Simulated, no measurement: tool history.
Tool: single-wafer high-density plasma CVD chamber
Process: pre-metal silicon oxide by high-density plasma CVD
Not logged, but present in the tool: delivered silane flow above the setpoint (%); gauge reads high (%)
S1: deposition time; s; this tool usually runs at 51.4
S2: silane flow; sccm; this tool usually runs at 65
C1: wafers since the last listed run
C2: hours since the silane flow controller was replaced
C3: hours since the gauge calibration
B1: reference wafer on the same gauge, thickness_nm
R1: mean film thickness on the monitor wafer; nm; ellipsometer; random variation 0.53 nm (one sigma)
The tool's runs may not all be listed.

Run 1, hour 0: usual settings but S2 73 sccm; C1 0; C2 2659.8; C3 14.9; B1 284.181. Result: R1 381.746 nm.
Run 2, hour 10.6: usual settings but S2 58 sccm; C1 277; C2 2670.4; C3 25.5; B1 283.972. Result: R1 321.965 nm.
Run 3, hour 23.9: usual settings; C1 348; C2 2683.7; C3 38.8; B1 283.937. Result: R1 350.363 nm.
Run 4, hour 40.2: usual settings but S1 58.6 s; C1 426; C2 2700; C3 55.1; B1 283.868. Result: R1 399.255 nm.
Run 5, hour 57.5: usual settings but S2 55 sccm; C1 453; C2 2717.3; C3 72.4; B1 284.044. Result: R1 311.081 nm.
Run 6, hour 72.9: usual settings but S2 55 sccm; C1 403; C2 2732.7; C3 87.8; B1 283.901. Result: R1 310.951 nm.
At hour 86.1: silane flow controller replaced.
Run 7, hour 86.6: usual settings but S1 53.6 s, S2 70 sccm; C1 149; C2 0.5; C3 101.5; B1 283.987. Result: R1 385.83 nm.
Run 8, hour 88.7: usual settings; C1 54; C2 2.6; C3 103.6; B1 284.067. Result: R1 350.441 nm.
Run 9, hour 103.7: usual settings but S2 68 sccm; C1 392; C2 17.6; C3 118.6; B1 284.011. Result: R1 361.757 nm.
At hour 106.4: gauge calibrated.
Run 10, hour 115.1: usual settings but S2 68 sccm; C1 298; C2 29; C3 8.7; B1 283.95. Result: R1 360.989 nm.
Run 11, hour 126.4: usual settings but S1 57.2 s, S2 72 sccm; C1 295; C2 40.3; C3 20; B1 284.005. Result: R1 420.905 nm.
Run 12, hour 138.7: usual settings; C1 322; C2 52.6; C3 32.3; B1 284.001. Result: R1 350.445 nm.
Run 13, hour 145.9: usual settings but S1 60.9 s, S2 61 sccm; C1 188; C2 59.8; C3 39.5; B1 283.879. Result: R1 396.311 nm.
Run 14, hour 157.6: usual settings but S2 69 sccm; C1 306; C2 71.5; C3 51.2; B1 283.784. Result: R1 365.75 nm.
Run 15, hour 163.9: usual settings but S2 72 sccm; C1 164; C2 77.8; C3 57.5; B1 284.073. Result: R1 377.699 nm.
Run 16, hour 179.5: usual settings but S1 48.2 s, S2 61 sccm; C1 408; C2 93.4; C3 73.1; B1 284.063. Result: R1 313.308 nm.
Run 17, hour 190.3: usual settings but S2 55 sccm; C1 282; C2 104.2; C3 83.9; B1 284.134. Result: R1 311.394 nm.
Run 18, hour 198.1: usual settings but S1 58.7 s, S2 58 sccm; C1 204; C2 112; C3 91.7; B1 284.138. Result: R1 367.255 nm.
Run 19, hour 215.9: usual settings but S1 54 s; C1 466; C2 129.8; C3 109.5; B1 284.054. Result: R1 368.58 nm.
At hour 220.9: gauge calibrated.
Run 20, hour 230: usual settings but S2 70 sccm; C1 369; C2 143.9; C3 9.1; B1 284.022. Result: R1 369.311 nm.

Hidden state at the last listed run before each entry between runs and at the first one after, where it differs:
After run 6, before run 7: silane flow controller replaced (hour 86.1)
  both runs share identical hidden conditions
After run 9, before run 10: gauge calibrated (hour 106.4)
  both runs share identical hidden conditions
After run 19, before run 20: gauge calibrated (hour 220.9)
  both runs share identical hidden conditions
